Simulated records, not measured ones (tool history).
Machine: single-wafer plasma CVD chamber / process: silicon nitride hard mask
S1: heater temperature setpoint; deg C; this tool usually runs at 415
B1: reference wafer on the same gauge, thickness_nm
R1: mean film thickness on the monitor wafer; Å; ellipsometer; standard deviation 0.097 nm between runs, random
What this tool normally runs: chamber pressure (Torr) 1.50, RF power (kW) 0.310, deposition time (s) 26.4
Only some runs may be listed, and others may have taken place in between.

run 1 hour=0.0 | S1=415 chamber_pressure_(Torr)=1.50 RF_power_(kW)=0.310 deposition_time_(s)=26.4 | B1=27.623 | R1=290.50
run 2 hour=12.5 | S1=415 chamber_pressure_(Torr)=1.50 RF_power_(kW)=0.310 deposition_time_(s)=26.4 | B1=27.614 | R1=290.46
run 3 hour=24.9 | S1=415 chamber_pressure_(Torr)=1.50 RF_power_(kW)=0.310 deposition_time_(s)=26.4 | B1=27.605 | R1=290.85
run 4 hour=35.9 | S1=408 chamber_pressure_(Torr)=1.50 RF_power_(kW)=0.310 deposition_time_(s)=24.0 | B1=27.589 | R1=264.06
-- hour=48.2 gauge calibrated
-- hour=51.3 showerhead replaced, of another model than before
run 5 hour=51.8 | S1=408 chamber_pressure_(Torr)=1.50 RF_power_(kW)=0.310 deposition_time_(s)=24.0 | B1=27.583 | R1=256.98
run 6 hour=61.6 | S1=415 chamber_pressure_(Torr)=1.14 RF_power_(kW)=0.260 deposition_time_(s)=29.8 | B1=27.588 | R1=248.31
run 7 hour=79.3 | S1=420 chamber_pressure_(Torr)=1.35 RF_power_(kW)=0.280 deposition_time_(s)=22.5 | B1=27.616 | R1=210.52
run 8 hour=86.3 | S1=415 chamber_pressure_(Torr)=1.50 RF_power_(kW)=0.310 deposition_time_(s)=26.4 | B1=27.607 | R1=281.42
run 9 hour=102.2 | S1=415 chamber_pressure_(Torr)=1.50 RF_power_(kW)=0.310 deposition_time_(s)=31.0 | B1=27.598 | R1=328.74
run 10 hour=108.7 | S1=415 chamber_pressure_(Torr)=1.72 RF_power_(kW)=0.310 deposition_time_(s)=26.4 | B1=27.620 | R1=287.24
run 11 hour=121.4 | S1=415 chamber_pressure_(Torr)=1.50 RF_power_(kW)=0.310 deposition_time_(s)=26.4 | B1=27.611 | R1=280.45
run 12 hour=133.8 | S1=415 chamber_pressure_(Torr)=1.17 RF_power_(kW)=0.250 deposition_time_(s)=28.8 | B1=27.602 | R1=228.10
-- hour=151.8 RF generator calibrated
run 13 hour=152.3 | S1=415 chamber_pressure_(Torr)=1.50 RF_power_(kW)=0.250 deposition_time_(s)=26.4 | B1=27.622 | R1=241.97
-- hour=160.5 thermocouple changed; heater temperature recalibrated
run 14 hour=169.1 | S1=429 chamber_pressure_(Torr)=1.50 RF_power_(kW)=0.310 deposition_time_(s)=26.4 | B1=27.612 | R1=303.38
run 15 hour=185.2 | S1=415 chamber_pressure_(Torr)=1.62 RF_power_(kW)=0.310 deposition_time_(s)=26.4 | B1=27.624 | R1=309.28
run 16 hour=198.4 | S1=415 chamber_pressure_(Torr)=1.14 RF_power_(kW)=0.365 deposition_time_(s)=21.7 | B1=27.616 | R1=275.59

Expected results for the next run?
run 17 hour=213.5 | S1=429 chamber_pressure_(Torr)=1.50 RF_power_(kW)=0.310 deposition_time_(s)=26.4 | B1=? | R1=?

Run 17 produced B1 27.627, R1 301.47 Å.
The same run, on a tool lacking any hidden state, would have yielded R1 305.64 Å.
